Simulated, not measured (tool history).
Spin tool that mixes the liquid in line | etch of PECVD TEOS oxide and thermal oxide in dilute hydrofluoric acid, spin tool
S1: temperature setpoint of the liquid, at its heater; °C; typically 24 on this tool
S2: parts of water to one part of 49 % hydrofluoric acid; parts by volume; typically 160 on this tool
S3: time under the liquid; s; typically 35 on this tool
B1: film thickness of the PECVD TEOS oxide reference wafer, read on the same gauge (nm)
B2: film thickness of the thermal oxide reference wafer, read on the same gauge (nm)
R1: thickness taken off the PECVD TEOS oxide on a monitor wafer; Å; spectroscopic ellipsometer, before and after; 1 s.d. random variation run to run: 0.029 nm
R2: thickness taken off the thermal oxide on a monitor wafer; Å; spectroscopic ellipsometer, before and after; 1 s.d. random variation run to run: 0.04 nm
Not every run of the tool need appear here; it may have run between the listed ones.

| run | day | S1 | S2 | S3 | B1 | B2 | R1 | R2 |
|---|---|---|---|---|---|---|---|---|
| 1 | 0 | 24 | 160 | 35 | 123.812 | 142.888 | 38.13 | 10.91 |
| 2 | 1.212 | 24 | 125 | 35 | 123.728 | 142.732 | 51.06 | 13.02 |
| 3 | 3.858 | 24 | 125 | 35 | 123.472 | 142.462 | 50.24 | 12.93 |
| 4 | 6.133 | 24 | 185 | 35 | 123.27 | 142.301 | 31.64 | 8.79 |
| 5 | 8.558 | 24 | 185 | 35 | 123.117 | 142.083 | 31.89 | 8.35 |
| 6 | 11.308 | 24 | 185 | 35 | 122.941 | 141.833 | 31.2 | 8.82 |
| 7 | 12.796 | 21.5 | 125 | 35 | 122.88 | 141.726 | 45.15 | 11.73 |
| 8 | 14.079 | 21.5 | 125 | 35 | 122.827 | 141.671 | 45.56 | 11.73 |
| 9 | 15.429 | 24 | 160 | 40 | 122.749 | 141.633 | 42.85 | 11.64 |
| 10 | 17.012 | 24 | 160 | 40 | 122.612 | 141.497 | 42.84 | 11.05 |
|  | 17.621 | thermometer replaced |
| 11 | 18.2 | 24 | 160 | 35 | 122.556 | 141.47 | 37.84 | 10.65 |
| 12 | 20.133 | 29 | 115 | 50 | 122.534 | 141.402 | 94.78 | 24.49 |
| 13 | 21.321 | 27 | 110 | 40 | 122.521 | 141.339 | 74.9 | 19.18 |
| 14 | 23.425 | 24 | 160 | 30 | 122.436 | 141.31 | 32.06 | 9.35 |
| 15 | 25.754 | 29 | 130 | 45 | 122.37 | 141.187 | 74.01 | 18.91 |
| 16 | 26.854 | 20 | 180 | 50 | 122.305 | 141.131 | 39.88 | 10.55 |
| 17 | 28.95 | 28.5 | 205 | 20 | 122.237 | 141.071 | 18.73 | 4.76 |
| 18 | 30.104 | 24 | 160 | 35 | 122.207 | 141.057 | 37.23 | 10.21 |
| 19 | 32.229 | 20 | 85 | 35 | 122.171 | 141.031 | 64.13 | 17.75 |
|  | 36.833 | gauge calibrated |
|  | 37.758 | hydrofluoric acid flow meter replaced |
| 20 | 40.854 | 24 | 160 | 35 | 128.73 | 148.481 | 39.75 | 10.09 |
| 21 | 42.629 | 27 | 160 | 25 | 128.13 | 147.895 | 31.61 | 8.32 |
| 22 | 44.917 | 20 | 160 | 45 | 127.52 | 147.112 | 42.7 | 11.73 |
| 23 | 46.962 | 24 | 160 | 35 | 127.02 | 146.58 | 38.83 | 10.72 |
| 24 | 49.933 | 24 | 160 | 35 | 126.325 | 145.764 | 38.42 | 10.21 |
| 25 | 52.433 | 29 | 105 | 35 | 125.836 | 145.197 | 75.85 | 20.06 |
| 26 | 54.754 | 22 | 160 | 35 | 125.47 | 144.718 | 35.24 | 9.65 |
| 27 | 56.633 | 22.5 | 195 | 50 | 125.194 | 144.41 | 40.87 | 11.66 |

Forecast each of these 3 alternatives for the next run:
| A | 56.65 | 24 | 160 | 35 | ? | ? | ? | ? |
| B | 56.65 | 19.5 | 160 | 25 | ? | ? | ? | ? |
| C | 56.65 | 25.5 | 180 | 20 | ? | ? | ? | ? |

| run | B1 | B2 | R1 | R2 |
|---|---|---|---|---|
| A | 125.126 | 144.398 | 38.25 | 9.91 |
| B | 125.126 | 144.398 | 22.94 | 5.94 |
| C | 125.126 | 144.398 | 20.09 | 5.2 |
With no hidden state in the tool, these same runs would have given:
| run | R1 | R2 |
|---|---|---|
| A | 39.73 | 10.29 |
| B | 23.83 | 6.17 |
| C | 20.87 | 5.41 |

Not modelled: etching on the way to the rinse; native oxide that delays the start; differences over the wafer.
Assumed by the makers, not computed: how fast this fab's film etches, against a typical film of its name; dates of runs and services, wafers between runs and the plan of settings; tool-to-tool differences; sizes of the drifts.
